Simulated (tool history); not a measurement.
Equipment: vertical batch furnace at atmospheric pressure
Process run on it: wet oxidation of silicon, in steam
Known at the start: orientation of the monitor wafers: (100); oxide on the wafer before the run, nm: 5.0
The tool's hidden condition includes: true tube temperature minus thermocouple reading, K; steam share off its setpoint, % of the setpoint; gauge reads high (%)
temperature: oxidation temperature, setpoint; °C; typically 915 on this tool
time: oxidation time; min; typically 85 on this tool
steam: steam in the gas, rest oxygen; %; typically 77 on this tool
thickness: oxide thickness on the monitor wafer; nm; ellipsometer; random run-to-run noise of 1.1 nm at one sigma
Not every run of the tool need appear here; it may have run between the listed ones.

run,day,temperature,time,steam,wafers since the last listed run,hours since the last temperature calibration,hours since the steam generator was serviced,hours since the gauge calibration,"read-back reference wafer on the same gauge, thickness",thickness
1,0,903,64.5,77,0,260.9,1983.2,589.8,224.27,154.85
2,4.438,929,69,77,1355,367.4,2089.7,696.3,223.97,219.27
3,8.221,929,69,77,1155,458.2,2180.5,787.1,224.26,220.17
4,10.95,915,85,77,833,523.7,2246,852.6,223.68,224.37
5,13.742,915,85,77,852,590.7,2313,919.6,224.02,225.41
6,18.133,915,85,77,1341,696.1,2418.4,1025,223.95,222.65
7,21.767,915,85,77,1110,783.3,2505.6,1112.2,224.32,225.43
8,25.279,915,85,77,1073,867.6,2589.9,1196.5,224.01,224.18
9,27.879,915,85,77,794,930,2652.3,1258.9,223.95,222.41
10,32.062,928,85,77,1278,1030.4,2752.7,1359.3,224.12,258.89
11,34.504,928,85,77,745,1089,2811.3,1417.9,224.03,255.72
12,37.675,915,85,77,968,1165.1,2887.4,1494,224.15,225.37
# day 41.533: steam generator serviced
13,41.838,915,85,77,966,1265,7.3,1593.9,223.95,225.92
14,43.788,915,127.5,88,595,1311.8,54.1,1640.7,223.85,346.25
# day 48.342: thermocouples replaced and temperature profile calibrated
15,48.362,898,120.5,70,1092,0.5,163.9,1750.5,223.97,225.33
16,49.862,893,69,77,458,36.5,199.9,1786.5,223.6,140.09
17,52.362,915,85,77,763,96.5,259.9,1846.5,224.05,223.7
18,54.046,915,85,77,514,136.9,300.3,1886.9,223.98,224.88
19,56.9,890,85,69,872,205.4,368.8,1955.4,223.69,146.84
20,59.417,915,85,77,768,265.8,429.2,2015.8,223.45,224.75
21,63.121,895,97,88,1131,354.7,518.1,2104.7,223.5,220.89
22,65.517,937,103.5,77,731,412.2,575.6,2162.2,223.83,327.78
# day 69.254: gauge calibrated
23,76.958,915,115,72,3495,686.8,850.2,184.9,223.91,272.69
24,79.775,915,85,77,860,754.4,917.8,252.5,224.11,224.26
25,83.038,923,115,82,996,832.7,996.1,330.8,223.97,327.55
26,84.783,915,85,77,533,874.6,1038,372.7,223.69,225.24
27,88.4,915,85,82,1104,961.4,1124.8,459.5,224.06,236.73

How the hidden state differs across the entries between the runs, from the last listed run before each to the first after it:
Run 12 -> run 13: steam generator serviced (day 41.533)
  no difference in the tool's unlogged condition between these two runs
Run 14 -> run 15: thermocouples replaced and temperature profile calibrated (day 48.342)
  no difference in the tool's unlogged condition between these two runs
Run 22 -> run 23: gauge calibrated (day 69.254)
  no difference in the tool's unlogged condition between these two runs
